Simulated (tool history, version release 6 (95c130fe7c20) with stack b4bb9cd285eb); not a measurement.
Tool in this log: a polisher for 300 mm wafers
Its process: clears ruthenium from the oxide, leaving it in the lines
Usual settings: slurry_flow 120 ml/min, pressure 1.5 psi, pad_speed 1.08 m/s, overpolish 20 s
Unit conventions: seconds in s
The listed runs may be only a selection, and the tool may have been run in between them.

| run | hour | slurry_flow | pressure | pad_speed | overpolish | incoming thickness of the incoming film, nm | seconds |
|---|---|---|---|---|---|---|---|
| 1 | 0 | 120 | 1.5 | 1.08 | 20 | 110.5 | 115.2 |
|  | 24 | worn pad replaced by a new one |
| 2 | 29.7 | 140 | 1.3 | 1.08 | 20 | 109.9 | 128.9 |
| 3 | 99.3 | 140 | 1.3 | 1.08 | 20 | 109.4 | 134.6 |
| 4 | 123.4 | 140 | 1.3 | 1.08 | 20 | 111.2 | 134 |
| 5 | 153.6 | 120 | 1.8 | 1.22 | 20 | 109.2 | 86.6 |
| 6 | 179.2 | 120 | 1.8 | 1.22 | 20 | 109.7 | 84.8 |
| 7 | 238.2 | 120 | 1.9 | 1.08 | 20 | 109.7 | 95.2 |
| 8 | 310 | 130 | 1.5 | 1.08 | 15 | 108.9 | 121.1 |
|  | 358.4 | worn pad replaced by a new one |
| 9 | 371.8 | 120 | 1.5 | 1.08 | 20 | 111.7 | 126.1 |
|  | 409.1 | head pressure recalibrated |
|  | 429.5 | slurry nozzle cleaned |
| 10 | 436.3 | 120 | 1.5 | 1.08 | 20 | 108.5 | 96.6 |
| 11 | 502.6 | 95 | 1.1 | 1.08 | 20 | 111.6 | 140.6 |
|  | 547.7 | head pressure recalibrated, repeated, since the last time left the tool worse |
| 12 | 574.1 | 130 | 1.6 | 0.82 | 25 | 110.3 | 138.4 |
| 13 | 639.1 | 120 | 1.5 | 1.08 | 30 | 110.4 | 114.4 |
|  | 645.4 | worn pad replaced by a new one |
| 14 | 668.8 | 120 | 1.5 | 1.08 | 31 | 109 | 111.8 |
| 15 | 729.3 | 120 | 1.6 | 0.78 | 20 | 109.9 | 149.3 |
| 16 | 788.2 | 145 | 1.2 | 0.98 | 14 | 110.3 | 157.1 |
| 17 | 852.7 | 155 | 1.9 | 0.74 | 8 | 108 | 125.3 |
| 18 | 894.4 | 120 | 1.8 | 1.22 | 20 | 109.1 | 82.9 |
| 19 | 933.6 | 120 | 1.5 | 1.08 | 20 | 108.1 | 111.8 |
|  | 956.9 | worn pad replaced by a new one |
| 20 | 1002.4 | 90 | 1.5 | 1.08 | 16 | 108.9 | 117.7 |
| 21 | 1031.4 | 155 | 1.5 | 1.08 | 24 | 110 | 112.8 |

Branching from run 21: 5 alternative next runs. What would each branch give?
| A | 1031.9 | 120 | 1.5 | 1.08 | 20 | 110.9 | ? |
| B | 1031.9 | 105 | 1.9 | 0.82 | 25 | 110.9 | ? |
| C | 1031.9 | 160 | 1.2 | 1.32 | 28 | 110.9 | ? |
| D | 1031.9 | 120 | 1.2 | 1.08 | 16 | 110.9 | ? |
| E | 1031.9 | 105 | 2 | 1.08 | 13 | 110.9 | ? |

| run | seconds |
|---|---|
| A | 113.7 |
| B | 120.3 |
| C | 112.2 |
| D | 142.2 |
| E | 86.8 |
With no hidden state in the tool, these same runs would have given:
| run | seconds |
|---|---|
| A | 111.3 |
| B | 117.8 |
| C | 109.9 |
| D | 139.2 |
| E | 85 |
